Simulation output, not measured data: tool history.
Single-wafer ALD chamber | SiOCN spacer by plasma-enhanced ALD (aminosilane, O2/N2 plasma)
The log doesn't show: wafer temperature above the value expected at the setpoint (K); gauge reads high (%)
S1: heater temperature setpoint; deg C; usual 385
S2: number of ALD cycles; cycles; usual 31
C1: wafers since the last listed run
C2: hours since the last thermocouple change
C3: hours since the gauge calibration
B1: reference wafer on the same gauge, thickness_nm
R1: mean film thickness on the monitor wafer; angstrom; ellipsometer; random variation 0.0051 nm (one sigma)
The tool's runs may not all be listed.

| run | hour | S1 | S2 | C1 | C2 | C3 | B1 | R1 |
|---|---|---|---|---|---|---|---|---|
| 1 | 0.0 | 394 | 31 | 0 | 1094.4 | 953.3 | 2.333 | 20.65 |
| 2 | 56.6 | 375 | 31 | 540 | 1151.0 | 1009.9 | 2.335 | 20.64 |
|  | 87.8 | gauge calibrated |
| 3 | 120.8 | 375 | 31 | 612 | 1215.2 | 33.0 | 2.308 | 20.56 |
| 4 | 159.6 | 385 | 31 | 370 | 1254.0 | 71.8 | 2.311 | 20.55 |
| 5 | 256.3 | 385 | 31 | 922 | 1350.7 | 168.5 | 2.316 | 20.54 |
| 6 | 325.3 | 379 | 36 | 658 | 1419.7 | 237.5 | 2.317 | 23.91 |
| 7 | 353.6 | 385 | 31 | 270 | 1448.0 | 265.8 | 2.319 | 20.60 |
| 8 | 413.4 | 385 | 32 | 570 | 1507.8 | 325.6 | 2.321 | 21.30 |
| 9 | 593.2 | 385 | 32 | 1716 | 1687.6 | 505.4 | 2.324 | 21.25 |
| 10 | 650.2 | 385 | 31 | 544 | 1744.6 | 562.4 | 2.326 | 20.66 |
| 11 | 681.2 | 385 | 31 | 295 | 1775.6 | 593.4 | 2.326 | 20.55 |
| 12 | 744.3 | 385 | 31 | 602 | 1838.7 | 656.5 | 2.328 | 20.62 |
| 13 | 807.4 | 385 | 33 | 602 | 1901.8 | 719.6 | 2.329 | 21.97 |
| 14 | 878.3 | 376 | 31 | 676 | 1972.7 | 790.5 | 2.329 | 20.58 |
| 15 | 923.0 | 374 | 29 | 426 | 2017.4 | 835.2 | 2.328 | 19.30 |
| 16 | 950.2 | 394 | 37 | 259 | 2044.6 | 862.4 | 2.329 | 24.67 |
| 17 | 985.2 | 385 | 31 | 334 | 2079.6 | 897.4 | 2.330 | 20.65 |
| 18 | 1034.4 | 394 | 29 | 469 | 2128.8 | 946.6 | 2.328 | 19.26 |
| 19 | 1078.6 | 397 | 34 | 421 | 2173.0 | 990.8 | 2.330 | 22.60 |
|  | 1117.5 | gauge calibrated |
| 20 | 1129.0 | 375 | 31 | 481 | 2223.4 | 11.5 | 2.311 | 20.52 |
| 21 | 1171.1 | 378 | 34 | 401 | 2265.5 | 53.6 | 2.313 | 22.45 |
| 22 | 1216.1 | 379 | 28 | 429 | 2310.5 | 98.6 | 2.316 | 18.57 |
| 23 | 1385.8 | 396 | 33 | 1619 | 2480.2 | 268.3 | 2.322 | 21.95 |
|  | 1403.6 | thermocouple changed; heater temperature recalibrated |
| 24 | 1453.4 | 379 | 28 | 568 | 49.8 | 335.9 | 2.324 | 18.67 |
| 25 | 1524.8 | 385 | 31 | 681 | 121.2 | 407.3 | 2.327 | 20.59 |
| 26 | 1575.2 | 400 | 25 | 481 | 171.6 | 457.7 | 2.328 | 16.63 |
| 27 | 1626.2 | 393 | 26 | 486 | 222.6 | 508.7 | 2.329 | 17.32 |
| 28 | 1774.5 | 385 | 28 | 1415 | 370.9 | 657.0 | 2.331 | 18.59 |
| 29 | 1838.5 | 385 | 26 | 610 | 434.9 | 721.0 | 2.332 | 17.34 |

Some steps in R1 between neighbouring runs. How much of each would the tool show without its hidden state too (settings, what came in, random variation), and how much is left for the hidden state, with any gauge scatter that isn't in both results?
Run 2 -> 3: gauge calibrated. R1 -0.08 angstrom: hidden state -0.22, all else +0.14.
Run 15 -> 16: S1 374 -> 394, S2 29 -> 37. R1 +5.37 angstrom: hidden state +0.05, all else +5.32.
Run 16 -> 17: S1 394 -> 385, S2 37 -> 31. R1 -4.02 angstrom: hidden state -0.04, all else -3.98.
Run 19 -> 20: S1 397 -> 375, S2 34 -> 31, gauge calibrated. R1 -2.08 angstrom: hidden state -0.20, all else -1.88.

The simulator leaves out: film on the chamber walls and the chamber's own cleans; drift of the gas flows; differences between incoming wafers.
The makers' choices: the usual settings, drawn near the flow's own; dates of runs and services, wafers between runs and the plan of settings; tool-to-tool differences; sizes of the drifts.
